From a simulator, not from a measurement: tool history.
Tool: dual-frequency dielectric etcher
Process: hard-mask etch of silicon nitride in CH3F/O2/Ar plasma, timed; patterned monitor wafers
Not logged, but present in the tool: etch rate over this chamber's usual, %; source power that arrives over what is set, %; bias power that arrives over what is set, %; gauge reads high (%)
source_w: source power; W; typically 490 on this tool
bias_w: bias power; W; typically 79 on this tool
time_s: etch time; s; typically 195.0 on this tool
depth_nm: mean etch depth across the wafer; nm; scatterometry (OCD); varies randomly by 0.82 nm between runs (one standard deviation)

run,hour,source_w,bias_w,time_s,wafers since the last listed run,hours since the last wet clean,hours since the last source power generator calibration,hours since the last bias power generator calibration,hours since the last upper electrode change,hours since the gauge calibration,"read-back reference wafer on the same gauge, depth_nm",depth_nm
1,0.0,490,79,195.0,0,78.6,1303.4,2943.4,2550.0,454.8,156.9,153.9
2,24.9,490,79,195.0,111,103.5,1328.3,2968.3,2574.9,479.7,156.9,153.9
3,163.2,490,79,195.0,619,241.8,1466.6,3106.6,2713.2,618.0,157.2,154.2
4,232.1,490,79,195.0,308,310.7,1535.5,3175.5,2782.1,686.9,157.0,155.1
# hour 262.3: wet clean of the chamber
5,265.6,490,79,195.0,42,3.3,1569.0,3209.0,2815.6,720.4,157.0,155.2
6,294.9,490,88,195.0,131,32.6,1598.3,3238.3,2844.9,749.7,156.9,160.4
7,354.5,400,79,195.0,267,92.2,1657.9,3297.9,2904.5,809.3,157.1,137.0
8,394.0,490,72,195.0,177,131.7,1697.4,3337.4,2944.0,848.8,156.9,149.1
9,441.2,490,79,195.0,211,178.9,1744.6,3384.6,2991.2,896.0,157.2,153.8
10,475.2,490,79,195.0,152,212.9,1778.6,3418.6,3025.2,930.0,156.9,155.0
11,504.6,490,79,195.0,131,242.3,1808.0,3448.0,3054.6,959.4,157.1,154.5
12,548.8,490,79,195.0,198,286.5,1852.2,3492.2,3098.8,1003.6,157.0,154.8
# hour 577.3: upper electrode replaced
# hour 606.2: wet clean of the chamber
13,606.7,490,79,195.0,44,0.5,1910.1,3550.1,29.4,1061.5,156.8,154.9
14,617.6,490,79,195.0,48,11.4,1921.0,3561.0,40.3,1072.4,157.2,154.7
15,669.6,400,79,195.0,233,63.4,1973.0,3613.0,92.3,1124.4,157.0,137.7
# hour 671.0: gauge calibrated
16,734.3,490,79,195.0,289,128.1,2037.7,3677.7,157.0,63.3,156.9,154.6
# hour 745.3: bias power generator calibrated
# hour 801.7: source power generator calibrated
17,804.9,390,62,158.5,280,198.7,3.2,59.6,227.6,133.9,157.1,98.5
18,854.7,400,88,195.0,223,248.5,53.0,109.4,277.4,183.7,156.9,143.5
19,908.2,490,92,170.5,239,302.0,106.5,162.9,330.9,237.2,156.9,144.0
20,963.0,540,85,179.0,245,356.8,161.3,217.7,385.7,292.0,157.0,153.7
# hour 999.8: wet clean of the chamber
21,1022.3,490,79,195.0,158,22.5,220.6,277.0,445.0,351.3,156.9,155.0
22,1072.8,490,63,195.0,226,73.0,271.1,327.5,495.5,401.8,157.1,141.8
23,1113.8,590,79,195.0,183,114.0,312.1,368.5,536.5,442.8,156.9,170.3
24,1177.5,490,79,195.0,285,177.7,375.8,432.2,600.2,506.5,156.8,154.3
25,1231.2,560,73,149.0,240,231.4,429.5,485.9,653.9,560.2,156.9,122.3
26,1259.6,380,69,195.0,127,259.8,457.9,514.3,682.3,588.6,157.1,126.3
27,1296.4,490,97,249.0,164,296.6,494.7,551.1,719.1,625.4,156.8,214.9
28,1344.9,490,93,246.0,217,345.1,543.2,599.6,767.6,673.9,157.3,209.6

For each run, what was the tool's unlogged condition?
etch rate over this chamber's usual, %: 0 in every run
source power that arrives over what is set, %: 0 in every run
bias power that arrives over what is set, %: 0 in every run
gauge reads high (%): 0 in every run
